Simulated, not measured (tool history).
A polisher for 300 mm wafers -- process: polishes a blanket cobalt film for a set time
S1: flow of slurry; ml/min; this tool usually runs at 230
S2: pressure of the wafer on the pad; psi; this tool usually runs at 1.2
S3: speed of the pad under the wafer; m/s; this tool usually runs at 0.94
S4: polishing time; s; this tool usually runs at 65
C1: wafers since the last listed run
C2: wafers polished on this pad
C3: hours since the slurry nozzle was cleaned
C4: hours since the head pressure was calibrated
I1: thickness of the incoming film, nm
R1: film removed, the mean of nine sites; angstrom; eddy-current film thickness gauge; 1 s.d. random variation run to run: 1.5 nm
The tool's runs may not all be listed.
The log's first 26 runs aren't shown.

run,hour,S1,S2,S3,S4,C1,C2,C3,C4,I1,R1
# hour 1264.1: worn pad replaced by a new one
27,1303.3,230,1.2,0.94,65,484,428,556.6,300.6,1462.0,1773
# hour 1359.1: slurry nozzle cleaned
28,1368.4,285,1.2,0.94,65,701,1130,9.3,365.7,1491.3,1919
29,1421.8,230,1.2,0.94,65,584,1715,62.7,419.1,1484.6,1849
30,1492.3,230,1.2,0.76,58,771,2486,133.2,489.6,1487.0,1335
31,1556.6,230,1.0,1.20,76,703,3190,197.5,553.9,1486.9,2083
32,1611.3,185,1.2,0.94,65,598,3789,252.2,608.6,1500.1,1626
# hour 1649.0: worn pad replaced by a new one
33,1649.5,200,1.4,1.14,44,374,5,290.4,646.8,1488.0,1644
34,1710.6,275,1.4,1.12,88,668,674,351.5,707.9,1492.7,3399
35,1756.8,230,1.2,1.14,45,505,1179,397.7,754.1,1519.8,1459
36,1799.2,230,1.2,0.94,65,464,1644,440.1,796.5,1472.2,1779

5 options for the next run, each taken on its own from the tool as it stands now. Forecast them:
A,1799.6,230,1.2,0.94,65,4,1648,440.5,796.9,1508.0,?
B,1799.6,280,1.2,0.78,65,4,1648,440.5,796.9,1508.0,?
C,1799.6,290,1.4,0.94,65,4,1648,440.5,796.9,1508.0,?
D,1799.6,275,0.9,0.64,47,4,1648,440.5,796.9,1508.0,?
E,1799.6,160,1.6,0.64,73,4,1648,440.5,796.9,1508.0,?

run,R1
A,1797
B,1593
C,2181
D,735
E,1805
With no hidden state in the tool, these same runs would have given:
run,R1
A,1947
B,1706
C,2331
D,788
E,2014
